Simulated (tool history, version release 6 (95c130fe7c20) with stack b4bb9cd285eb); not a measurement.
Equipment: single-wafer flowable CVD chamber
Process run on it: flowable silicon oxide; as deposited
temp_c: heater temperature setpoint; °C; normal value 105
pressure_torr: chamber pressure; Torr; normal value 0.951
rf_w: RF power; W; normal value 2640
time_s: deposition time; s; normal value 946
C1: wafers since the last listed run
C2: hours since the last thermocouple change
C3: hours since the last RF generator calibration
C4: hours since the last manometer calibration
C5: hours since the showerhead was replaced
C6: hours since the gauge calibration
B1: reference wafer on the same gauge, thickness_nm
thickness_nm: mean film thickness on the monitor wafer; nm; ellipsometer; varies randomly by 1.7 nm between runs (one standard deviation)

{"run": 1, "hour": 0.0, "temp_c": 105, "pressure_torr": 0.951, "rf_w": 2640, "time_s": 946, "C1": 0, "C2": 684.6, "C3": 149.9, "C4": 849.6, "C5": 2103.3, "C6": 1142.5, "B1": 722.947, "thickness_nm": 712.569}
{"run": 2, "hour": 56.2, "temp_c": 105, "pressure_torr": 0.951, "rf_w": 2640, "time_s": 946, "C1": 127, "C2": 740.8, "C3": 206.1, "C4": 905.8, "C5": 2159.5, "C6": 1198.7, "B1": 722.247, "thickness_nm": 711.957}
{"run": 3, "hour": 126.4, "temp_c": 105, "pressure_torr": 0.951, "rf_w": 2640, "time_s": 946, "C1": 158, "C2": 811.0, "C3": 276.3, "C4": 976.0, "C5": 2229.7, "C6": 1268.9, "B1": 721.939, "thickness_nm": 711.452}
{"run": 4, "hour": 166.0, "temp_c": 105, "pressure_torr": 0.951, "rf_w": 2640, "time_s": 1086, "C1": 89, "C2": 850.6, "C3": 315.9, "C4": 1015.6, "C5": 2269.3, "C6": 1308.5, "B1": 721.67, "thickness_nm": 814.883}
{"run": 5, "hour": 233.1, "temp_c": 105, "pressure_torr": 0.951, "rf_w": 2640, "time_s": 1086, "C1": 151, "C2": 917.7, "C3": 383.0, "C4": 1082.7, "C5": 2336.4, "C6": 1375.6, "B1": 721.153, "thickness_nm": 817.048}
{"run": 6, "hour": 301.9, "temp_c": 105, "pressure_torr": 0.951, "rf_w": 2640, "time_s": 1086, "C1": 155, "C2": 986.5, "C3": 451.8, "C4": 1151.5, "C5": 2405.2, "C6": 1444.4, "B1": 720.829, "thickness_nm": 818.166}
{"run": 7, "hour": 330.9, "temp_c": 105, "pressure_torr": 0.951, "rf_w": 2640, "time_s": 946, "C1": 65, "C2": 1015.5, "C3": 480.8, "C4": 1180.5, "C5": 2434.2, "C6": 1473.4, "B1": 720.855, "thickness_nm": 711.46}
{"run": 8, "hour": 391.2, "temp_c": 105, "pressure_torr": 0.951, "rf_w": 2345, "time_s": 946, "C1": 136, "C2": 1075.8, "C3": 541.1, "C4": 1240.8, "C5": 2494.5, "C6": 1533.7, "B1": 719.948, "thickness_nm": 694.309}
{"hour": 405.5, "done": "showerhead replaced"}
{"run": 9, "hour": 439.7, "temp_c": 105, "pressure_torr": 0.951, "rf_w": 2345, "time_s": 946, "C1": 91, "C2": 1124.3, "C3": 589.6, "C4": 1289.3, "C5": 34.2, "C6": 1582.2, "B1": 719.481, "thickness_nm": 694.821}
{"run": 10, "hour": 470.9, "temp_c": 110, "pressure_torr": 1.078, "rf_w": 2640, "time_s": 1109, "C1": 70, "C2": 1155.5, "C3": 620.8, "C4": 1320.5, "C5": 65.4, "C6": 1613.4, "B1": 719.59, "thickness_nm": 779.786}
{"run": 11, "hour": 534.2, "temp_c": 105, "pressure_torr": 0.951, "rf_w": 2640, "time_s": 946, "C1": 143, "C2": 1218.8, "C3": 684.1, "C4": 1383.8, "C5": 128.7, "C6": 1676.7, "B1": 719.163, "thickness_nm": 709.888}
{"run": 12, "hour": 562.1, "temp_c": 105, "pressure_torr": 0.819, "rf_w": 2640, "time_s": 769, "C1": 63, "C2": 1246.7, "C3": 712.0, "C4": 1411.7, "C5": 156.6, "C6": 1704.6, "B1": 718.197, "thickness_nm": 509.247}
{"hour": 583.8, "done": "capacitance manometer re-zeroed and calibrated"}
{"run": 13, "hour": 598.8, "temp_c": 105, "pressure_torr": 0.951, "rf_w": 2640, "time_s": 946, "C1": 64, "C2": 1283.4, "C3": 748.7, "C4": 15.0, "C5": 193.3, "C6": 1741.3, "B1": 718.42, "thickness_nm": 710.523}
{"run": 14, "hour": 632.0, "temp_c": 105, "pressure_torr": 1.041, "rf_w": 2640, "time_s": 837, "C1": 75, "C2": 1316.6, "C3": 781.9, "C4": 48.2, "C5": 226.5, "C6": 1774.5, "B1": 717.954, "thickness_nm": 677.396}
{"run": 15, "hour": 684.9, "temp_c": 105, "pressure_torr": 0.951, "rf_w": 2640, "time_s": 1110, "C1": 119, "C2": 1369.5, "C3": 834.8, "C4": 101.1, "C5": 279.4, "C6": 1827.4, "B1": 717.912, "thickness_nm": 826.744}
{"hour": 698.8, "done": "RF generator calibrated"}
{"run": 16, "hour": 720.0, "temp_c": 105, "pressure_torr": 0.951, "rf_w": 2865, "time_s": 1008, "C1": 61, "C2": 1404.6, "C3": 21.2, "C4": 136.2, "C5": 314.5, "C6": 1862.5, "B1": 716.903, "thickness_nm": 764.722}
{"run": 17, "hour": 895.4, "temp_c": 95, "pressure_torr": 0.807, "rf_w": 2640, "time_s": 783, "C1": 396, "C2": 1580.0, "C3": 196.6, "C4": 311.6, "C5": 489.9, "C6": 2037.9, "B1": 715.4, "thickness_nm": 720.953}
{"hour": 914.2, "done": "thermocouple changed; heater temperature recalibrated"}
{"run": 18, "hour": 929.1, "temp_c": 105, "pressure_torr": 0.951, "rf_w": 2640, "time_s": 946, "C1": 58, "C2": 14.9, "C3": 230.3, "C4": 345.3, "C5": 523.6, "C6": 2071.6, "B1": 714.85, "thickness_nm": 703.464}
{"run": 19, "hour": 994.7, "temp_c": 105, "pressure_torr": 0.951, "rf_w": 2640, "time_s": 946, "C1": 148, "C2": 80.5, "C3": 295.9, "C4": 410.9, "C5": 589.2, "C6": 2137.2, "B1": 714.219, "thickness_nm": 705.621}
{"run": 20, "hour": 1060.0, "temp_c": 105, "pressure_torr": 0.951, "rf_w": 2640, "time_s": 805, "C1": 147, "C2": 145.8, "C3": 361.2, "C4": 476.2, "C5": 654.5, "C6": 2202.5, "B1": 713.542, "thickness_nm": 598.551}
{"run": 21, "hour": 1106.4, "temp_c": 105, "pressure_torr": 0.853, "rf_w": 2485, "time_s": 817, "C1": 104, "C2": 192.2, "C3": 407.6, "C4": 522.6, "C5": 700.9, "C6": 2248.9, "B1": 712.997, "thickness_nm": 548.28}
{"hour": 1120.5, "done": "gauge calibrated"}
{"run": 22, "hour": 1144.2, "temp_c": 105, "pressure_torr": 0.718, "rf_w": 2640, "time_s": 1072, "C1": 85, "C2": 230.0, "C3": 445.4, "C4": 560.4, "C5": 738.7, "C6": 23.7, "B1": 724.463, "thickness_nm": 639.719}
{"run": 23, "hour": 1200.0, "temp_c": 115, "pressure_torr": 0.951, "rf_w": 2250, "time_s": 1075, "C1": 126, "C2": 285.8, "C3": 501.2, "C4": 616.2, "C5": 794.5, "C6": 79.5, "B1": 724.237, "thickness_nm": 561.371}

Run 24 comes next. What will it give?
{"run": 24, "hour": 1245.9, "temp_c": 105, "pressure_torr": 0.951, "rf_w": 2640, "time_s": 946, "C1": 103, "C2": 331.7, "C3": 547.1, "C4": 662.1, "C5": 840.4, "C6": 125.4, "B1": "?", "thickness_nm": "?"}

{"run 24": {"B1": 724.075, "thickness_nm": 714.662}}
Minus the tool's unlogged condition, the same run would have read thickness_nm 714.437 nm.
